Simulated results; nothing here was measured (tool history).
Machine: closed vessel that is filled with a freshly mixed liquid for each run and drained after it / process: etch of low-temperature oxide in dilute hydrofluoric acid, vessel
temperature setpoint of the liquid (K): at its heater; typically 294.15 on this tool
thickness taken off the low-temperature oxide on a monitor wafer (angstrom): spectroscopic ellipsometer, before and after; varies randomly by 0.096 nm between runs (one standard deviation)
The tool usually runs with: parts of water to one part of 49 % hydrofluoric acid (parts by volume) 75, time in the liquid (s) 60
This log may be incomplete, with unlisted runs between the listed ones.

run	hour	temperature setpoint of the liquid (K)	parts of water to one part of 49 % hydrofluoric acid (parts by volume)	time in the liquid (s)	read-back film thickness of the low-temperature oxide reference wafer, read on the same gauge (nm)	thickness taken off the low-temperature oxide on a monitor wafer (angstrom)
1	0.0	297.65	75	60	117.68	171.3
2	32.5	294.15	75	60	117.49	148.8
3	89.0	294.15	75	60	117.28	148.9
4	117.6	292.65	90	60	117.20	113.9
5	169.3	292.65	90	60	116.97	114.5
6	224.0	294.15	65	50	116.67	143.2
7	286.6	294.15	75	60	116.38	147.0
8	320.3	291.15	75	60	116.20	129.7
9	379.1	294.15	75	60	115.86	144.6
10	433.8	294.15	75	60	115.59	146.3
11	488.2	294.15	75	60	115.26	144.2
# hour 530.7: thermometer replaced
12	531.1	294.15	75	60	115.06	144.0
13	596.4	292.65	90	60	114.60	111.8
14	623.5	294.15	60	30	114.43	91.6
15	664.8	294.15	75	60	114.23	143.8
16	714.3	290.65	45	45	113.87	159.9
17	764.8	299.15	105	50	113.49	99.2
18	802.6	291.15	55	90	113.27	263.7
19	849.1	294.15	75	60	112.90	142.7
# hour 862.9: gauge calibrated
# hour 864.2: hydrofluoric acid flow meter replaced
20	902.1	292.65	90	60	118.95	117.0
21	929.5	296.15	85	30	118.99	70.4
22	976.4	296.65	75	70	118.98	193.1
23	1011.1	294.15	75	60	118.93	149.4
24	1043.5	292.15	110	40	118.93	60.3
25	1105.6	299.15	40	60	118.91	359.2
26	1171.8	294.15	75	60	118.82	150.4
27	1222.2	296.15	105	35	118.66	65.6
28	1258.1	294.15	100	90	118.70	164.4
29	1329.1	297.15	90	30	118.51	69.3
30	1355.7	294.15	105	45	118.51	77.0
31	1498.4	298.65	55	90	118.18	375.0
32	1531.6	297.15	40	85	118.06	472.6

For each run, what was the tool's unlogged condition?
liquid hotter than its thermometer reads (K): 0, the same for each run
hydrofluoric acid flow below the setpoint (%): 0, the same for each run
H1: gauge reads high (%)
run	H1
1	-1.97
2	-2.08
3	-2.27
4	-2.37
5	-2.56
6	-2.77
7	-3.02
8	-3.17
9	-3.42
10	-3.67
11	-3.93
12	-4.14
13	-4.48
14	-4.62
15	-4.84
16	-5.12
17	-5.41
18	-5.63
19	-5.91
20	-0.845
21	-0.85
22	-0.865
23	-0.88
24	-0.899
25	-0.944
26	-1.01
27	-1.07
28	-1.11
29	-1.22
30	-1.26
31	-1.54
32	-1.61
